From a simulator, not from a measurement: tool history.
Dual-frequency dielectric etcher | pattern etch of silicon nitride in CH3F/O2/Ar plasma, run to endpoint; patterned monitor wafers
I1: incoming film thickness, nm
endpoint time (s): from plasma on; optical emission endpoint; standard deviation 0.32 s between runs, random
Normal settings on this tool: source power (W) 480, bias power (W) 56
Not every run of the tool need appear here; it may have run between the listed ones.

{"run": 1, "hour": 0.0, "source power (W)": 440, "bias power (W)": 67, "I1": 33.47, "endpoint time (s)": 49.3}
{"run": 2, "hour": 55.9, "source power (W)": 440, "bias power (W)": 67, "I1": 33.92, "endpoint time (s)": 49.6}
{"hour": 111.5, "done": "wet clean of the chamber"}
{"run": 3, "hour": 149.1, "source power (W)": 480, "bias power (W)": 56, "I1": 34.14, "endpoint time (s)": 53}
{"run": 4, "hour": 190.0, "source power (W)": 480, "bias power (W)": 56, "I1": 33.71, "endpoint time (s)": 51.6}
{"run": 5, "hour": 243.3, "source power (W)": 480, "bias power (W)": 56, "I1": 34.04, "endpoint time (s)": 53.5}
{"run": 6, "hour": 311.7, "source power (W)": 480, "bias power (W)": 56, "I1": 33.6, "endpoint time (s)": 52.1}
{"run": 7, "hour": 402.9, "source power (W)": 480, "bias power (W)": 56, "I1": 34.39, "endpoint time (s)": 53.5}
{"run": 8, "hour": 472.1, "source power (W)": 480, "bias power (W)": 46, "I1": 34.15, "endpoint time (s)": 57.7}
{"hour": 528.6, "done": "wet clean of the chamber"}
{"run": 9, "hour": 553.1, "source power (W)": 480, "bias power (W)": 56, "I1": 33.74, "endpoint time (s)": 51.9}
{"run": 10, "hour": 639.0, "source power (W)": 480, "bias power (W)": 56, "I1": 33.62, "endpoint time (s)": 51.5}
{"hour": 705.4, "done": "upper electrode replaced"}
{"hour": 773.5, "done": "bias power generator calibrated"}
{"run": 11, "hour": 848.1, "source power (W)": 480, "bias power (W)": 56, "I1": 33.45, "endpoint time (s)": 51.9}
{"run": 12, "hour": 926.8, "source power (W)": 480, "bias power (W)": 56, "I1": 33.51, "endpoint time (s)": 51.7}
{"hour": 948.6, "done": "source power generator calibrated"}
{"hour": 961.2, "done": "wet clean of the chamber"}
{"run": 13, "hour": 1014.1, "source power (W)": 520, "bias power (W)": 56, "I1": 33.98, "endpoint time (s)": 51.3}
{"run": 14, "hour": 1078.7, "source power (W)": 520, "bias power (W)": 56, "I1": 33.84, "endpoint time (s)": 50.8}
{"run": 15, "hour": 1127.3, "source power (W)": 400, "bias power (W)": 64, "I1": 33.8, "endpoint time (s)": 52.5}
{"run": 16, "hour": 1190.1, "source power (W)": 520, "bias power (W)": 64, "I1": 33.63, "endpoint time (s)": 47.9}
{"run": 17, "hour": 1274.0, "source power (W)": 590, "bias power (W)": 50, "I1": 33.6, "endpoint time (s)": 50.9}
{"run": 18, "hour": 1313.1, "source power (W)": 480, "bias power (W)": 56, "I1": 33.91, "endpoint time (s)": 52.1}
{"hour": 1376.8, "done": "wet clean of the chamber"}
{"run": 19, "hour": 1388.3, "source power (W)": 400, "bias power (W)": 64, "I1": 33.96, "endpoint time (s)": 52.6}
{"run": 20, "hour": 1459.7, "source power (W)": 540, "bias power (W)": 56, "I1": 33.65, "endpoint time (s)": 49.8}
{"run": 21, "hour": 1531.1, "source power (W)": 590, "bias power (W)": 50, "I1": 33.73, "endpoint time (s)": 51}
{"run": 22, "hour": 1575.5, "source power (W)": 480, "bias power (W)": 56, "I1": 34.31, "endpoint time (s)": 52.8}
{"run": 23, "hour": 1623.3, "source power (W)": 410, "bias power (W)": 56, "I1": 34.12, "endpoint time (s)": 55.5}
{"run": 24, "hour": 1667.7, "source power (W)": 440, "bias power (W)": 60, "I1": 34.2, "endpoint time (s)": 52.4}
{"hour": 1782.6, "done": "wet clean of the chamber"}
{"run": 25, "hour": 1783.1, "source power (W)": 480, "bias power (W)": 56, "I1": 34.16, "endpoint time (s)": 52.9}
{"run": 26, "hour": 1841.6, "source power (W)": 580, "bias power (W)": 48, "I1": 33.93, "endpoint time (s)": 53.1}
{"run": 27, "hour": 2057.1, "source power (W)": 560, "bias power (W)": 63, "I1": 33.54, "endpoint time (s)": 46.5}
{"run": 28, "hour": 2152.8, "source power (W)": 480, "bias power (W)": 56, "I1": 34.1, "endpoint time (s)": 53}
{"hour": 2215.9, "done": "wet clean of the chamber"}
{"run": 29, "hour": 2216.4, "source power (W)": 420, "bias power (W)": 56, "I1": 34.16, "endpoint time (s)": 55.5}

Forecast each of these 5 alternatives for the next run:
{"run": "A", "hour": 2216.8, "source power (W)": 430, "bias power (W)": 56, "I1": 34.41, "endpoint time (s)": "?"}
{"run": "B", "hour": 2216.8, "source power (W)": 560, "bias power (W)": 56, "I1": 34.41, "endpoint time (s)": "?"}
{"run": "C", "hour": 2216.8, "source power (W)": 550, "bias power (W)": 56, "I1": 34.41, "endpoint time (s)": "?"}
{"run": "D", "hour": 2216.8, "source power (W)": 570, "bias power (W)": 56, "I1": 34.41, "endpoint time (s)": "?"}
{"run": "E", "hour": 2216.8, "source power (W)": 410, "bias power (W)": 43, "I1": 34.41, "endpoint time (s)": "?"}

run=A endpoint_time_(s)=54.9
run=B endpoint_time_(s)=50.1
run=C endpoint_time_(s)=50.5
run=D endpoint_time_(s)=49.8
run=E endpoint_time_(s)=63.2
Without the tool's hidden state the same runs would have given:
run=A endpoint_time_(s)=54.9
run=B endpoint_time_(s)=50.1
run=C endpoint_time_(s)=50.5
run=D endpoint_time_(s)=49.8
run=E endpoint_time_(s)=63.2
